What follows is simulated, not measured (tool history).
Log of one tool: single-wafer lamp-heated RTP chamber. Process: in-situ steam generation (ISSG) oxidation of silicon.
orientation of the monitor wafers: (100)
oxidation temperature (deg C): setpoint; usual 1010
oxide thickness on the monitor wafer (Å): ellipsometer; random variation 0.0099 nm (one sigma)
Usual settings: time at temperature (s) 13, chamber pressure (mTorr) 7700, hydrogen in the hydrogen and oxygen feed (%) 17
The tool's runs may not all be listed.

run   hour  oxidation temperature (deg C)  time at temperature (s)  chamber pressure (mTorr)  hydrogen in the hydrogen and oxygen feed (%)  wafers since the last listed run  wafers since the last pyrometer calibration  hours since the pressure gauge was zeroed  hours since the hydrogen flow controller was replaced  hours since the gauge calibration  read-back reference wafer on the same gauge, thickness  oxide thickness on the monitor wafer (Å)
  1      0                           1010                       13                      7700                                            17                                 0                                         1949                                     2207.7                                                 2902.5                              513.2                                                    4.89                                     44.34
  2   28.4                           1010                       13                      7700                                            17                               283                                         2233                                     2236.1                                                 2930.9                              541.6                                                   4.889                                     44.32
  3   49.9                           1010                       13                      7700                                            17                               214                                         2447                                     2257.6                                                 2952.4                              563.1                                                   4.888                                     44.22
  4   79.9                           1010                       13                      7700                                            17                               299                                         2747                                     2287.6                                                 2982.4                              593.1                                                    4.89                                     44.47
  5   95.2                           1010                       13                      7700                                            17                               152                                         2899                                     2302.9                                                 2997.7                              608.4                                                   4.893                                     44.39
  6  109.4                           1010                       13                      7700                                            17                               141                                         3041                                     2317.1                                                 3011.9                              622.6                                                   4.891                                     44.39
  7  139.4                           1010                       13                      7700                                            17                               299                                         3341                                     2347.1                                                 3041.9                              652.6                                                    4.89                                     44.43
  8  155.1                           1010                       13                      7700                                            17                               156                                         3497                                     2362.8                                                 3057.6                              668.3                                                   4.888                                     44.35
  9  171.3                           1010                       13                      7700                                            17                               161                                         3659                                       2379                                                 3073.8                              684.5                                                   4.888                                     44.54
 10  194.4                           1010                       13                      7700                                            17                               230                                         3889                                     2402.1                                                 3096.9                              707.6                                                   4.887                                     44.59
 11  221.3                           1010                       13                      7700                                            17                               268                                         4158                                       2429                                                 3123.8                              734.5                                                   4.887                                     44.62
 12    315                           1010                       13                      7700                                            17                               935                                         5093                                     2522.7                                                 3217.5                              828.2                                                    4.89                                     44.79
     327.2  -- pyrometer window cleaned and pyrometer calibrated
 13  364.8                           1010                       13                      7700                                            17                               417                                          375                                     2572.5                                                 3267.3                                878                                                    4.89                                     44.15
 14  382.3                           1010                       13                      7700                                            17                               174                                          550                                       2590                                                 3284.8                              895.5                                                   4.893                                     44.13
     384.9  -- gauge calibrated
 15  412.7                           1010                       13                      7700                                            17                               303                                          853                                     2620.4                                                 3315.2                               27.8                                                   4.889                                     44.37
 16  433.7                           1010                       13                      7700                                            17                               209                                         1063                                     2641.4                                                 3336.2                               48.8                                                   4.891                                      44.2
 17    466                           1010                       13                      7700                                            17                               322                                         1385                                     2673.7                                                 3368.5                               81.1                                                   4.894                                      44.3
 18  485.5                           1010                        8                      7700                                            17                               194                                         1580                                     2693.2                                                   3388                              100.6                                                   4.887                                     35.89
 19  506.8                           1010                       13                      7700                                            17                               212                                         1792                                     2714.5                                                 3409.3                              121.9                                                   4.892                                     44.39
 20    523                           1010                       16                      7700                                            13                               161                                         1954                                     2730.7                                                 3425.5                              138.1                                                    4.89                                     45.89
 21  535.2                           1010                        8                      8300                                            17                               121                                         2076                                     2742.9                                                 3437.7                              150.3                                                   4.892                                     35.86
 22  550.7                            996                       16                      6900                                            20                               154                                         2231                                     2758.4                                                 3453.2                              165.8                                                   4.887                                     47.73
 23  568.9                           1010                       17                      7700                                            22                               181                                         2412                                     2776.6                                                 3471.4                                184                                                   4.889                                      53.6
     585.7  -- hydrogen flow controller replaced
       596  -- pressure gauge zeroed
 24    601                           1010                       13                      7700                                            17                               160                                         2573                                          5                                                   15.3                              216.1                                                   4.891                                     44.39
 25  613.3                           1010                       13                      6900                                            14                               122                                         2696                                       17.3                                                   27.6                              228.4                                                   4.892                                     41.96
 26  643.2                           1010                       13                      7700                                            17                               298                                         2994                                       47.2                                                   57.5                              258.3                                                    4.89                                     44.33
 27  666.7                           1010                       13                      8200                                            23                               234                                         3229                                       70.7                                                     81                              281.8                                                   4.888                                     48.09
 28    684                            992                       16                      6900                                            17                               172                                         3401                                         88                                                   98.3                              299.1                                                   4.892                                     45.23
 29  706.6                           1010                       13                      7700                                            17                               225                                         3627                                      110.6                                                  120.9                              321.7                                                   4.894                                      44.5
 30  724.8                           1010                       13                      8900                                            17                               181                                         3808                                      128.8                                                  139.1                              339.9                                                   4.888                                     44.28
 31  755.1                           1010                       17                      6900                                            11                               302                                         4111                                      159.1                                                  169.4                              370.2                                                    4.89                                     45.36

Forecast each of these 3 alternatives for the next run:
  A  755.5                           1010                       13                      6900                                            17                                 3                                         4115                                      159.5                                                  169.8                              370.6                                                       ?                                         ?
  B  755.5                           1010                       13                      8300                                            20                                 3                                         4115                                      159.5                                                  169.8                              370.6                                                       ?                                         ?
  C  755.5                           1010                       13                      7100                                            17                                 3                                         4115                                      159.5                                                  169.8                              370.6                                                       ?                                         ?

run  read-back reference wafer on the same gauge, thickness  oxide thickness on the monitor wafer (Å)
  A                                                    4.89                                     44.21
  B                                                    4.89                                     46.28
  C                                                    4.89                                     44.32
Without the tool's hidden state the same runs would have given:
run  oxide thickness on the monitor wafer (Å)
  A                                     43.89
  B                                     45.95
  C                                        44

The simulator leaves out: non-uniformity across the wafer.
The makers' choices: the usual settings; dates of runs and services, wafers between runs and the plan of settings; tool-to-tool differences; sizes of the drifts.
